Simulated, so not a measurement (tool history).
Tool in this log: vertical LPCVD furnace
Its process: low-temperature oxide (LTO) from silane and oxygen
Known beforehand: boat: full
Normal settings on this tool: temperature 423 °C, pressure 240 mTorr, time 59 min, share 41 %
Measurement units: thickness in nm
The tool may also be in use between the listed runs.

run,hour,temperature,pressure,time,share,wafers since the last listed run,hours since the last temperature calibration,hours since the pressure gauge was zeroed,hours since the silane flow controller was replaced,hours since the gauge calibration,"read-back reference wafer on the same gauge, thickness",thickness
1,0,423,240,59,41,0,1016.4,3793.6,4331.1,159,728.66,718.07
2,12.3,423,240,59,41,146,1028.7,3805.9,4343.4,171.3,727.74,725.52
3,85.5,423,200,65.5,41,871,1101.9,3879.1,4416.6,244.5,728.63,665.41
4,99.3,423,200,65.5,41,164,1115.7,3892.9,4430.4,258.3,728.71,669.72
5,133.2,423,200,65.5,41,403,1149.6,3926.8,4464.3,292.2,730.23,670.21
6,161.3,423,240,59,41,334,1177.7,3954.9,4492.4,320.3,728.49,722.1
7,189.3,423,240,59,41,333,1205.7,3982.9,4520.4,348.3,728.81,719.23
8,207.1,423,240,59,41,211,1223.5,4000.7,4538.2,366.1,727.99,724.63
9,239.9,423,240,59,41,390,1256.3,4033.5,4571,398.9,729.32,724.07
10,270.1,423,240,59,41,359,1286.5,4063.7,4601.2,429.1,728.46,725.47
11,292.5,423,240,59,41,266,1308.9,4086.1,4623.6,451.5,729.15,725.75
12,320.3,423,240,59,41,331,1336.7,4113.9,4651.4,479.3,728.61,720.81
13,340.4,423,240,59,41,239,1356.8,4134,4671.5,499.4,729.06,725.23
14,363.9,423,240,59,41,279,1380.3,4157.5,4695,522.9,729.39,726.63
15,399.6,423,240,59,41,425,1416,4193.2,4730.7,558.6,729.1,729.77
16,433.9,423,240,59,41,408,1450.3,4227.5,4765,592.9,729.54,728.92
17,463.7,416,240,59,41,354,1480.1,4257.3,4794.8,622.7,730.66,677.09
# hour 488: gauge calibrated
# hour 494.5: silane flow controller replaced
# hour 496.7: pressure gauge zeroed
18,497.2,416,220,79,36,86,1513.6,0.5,2.7,9.2,728.51,714.49
# hour 539.4: thermocouples replaced and temperature profile calibrated
19,539.9,423,240,59,41,222,0.5,43.2,45.4,51.9,728.16,714.08
20,575.6,423,265,74,41,425,36.2,78.9,81.1,87.6,729.08,979.89
21,636.8,423,240,76,41,728,97.4,140.1,142.3,148.8,729.72,910.2
22,667.8,423,240,59,39,369,128.4,171.1,173.3,179.8,728.79,674.79
23,692,432,240,46,41,288,152.6,195.3,197.5,204,729.21,607.14
24,721.2,426,275,67,41,347,181.8,224.5,226.7,233.2,728.3,948.86
25,754.8,423,240,77,37,400,215.4,258.1,260.3,266.8,729.64,821.39
26,786,423,240,59,41,371,246.6,289.3,291.5,298,728.52,710.87
27,817.3,423,240,59,38,372,277.9,320.6,322.8,329.3,728.86,657.36
28,838.2,423,205,75,38,248,298.8,341.5,343.7,350.2,729.13,709.48
29,862.8,423,240,59,41,292,323.4,366.1,368.3,374.8,729.44,712.81
30,883,423,240,59,41,240,343.6,386.3,388.5,395,729.78,713.55
31,909.8,423,240,59,41,319,370.4,413.1,415.3,421.8,729.44,713.07

Entry by entry between the runs, the difference in hidden state between the last listed run before and the first listed run after:
In the gap between runs 17 and 18: gauge calibrated (hour 488); silane flow controller replaced (hour 494.5); pressure gauge zeroed (hour 496.7)
  true tube temperature minus thermocouple reading, K: 2.52 -> 2.63
  difference, measured minus the result without the unlogged condition, thickness: +17.24 -> +19.74 nm
In the gap between runs 18 and 19: thermocouples replaced and temperature profile calibrated (hour 539.4)
  true tube temperature minus thermocouple reading, K: 2.63 -> 0.0694
  difference, measured minus the result without the unlogged condition, thickness: +19.74 -> +0.49 nm
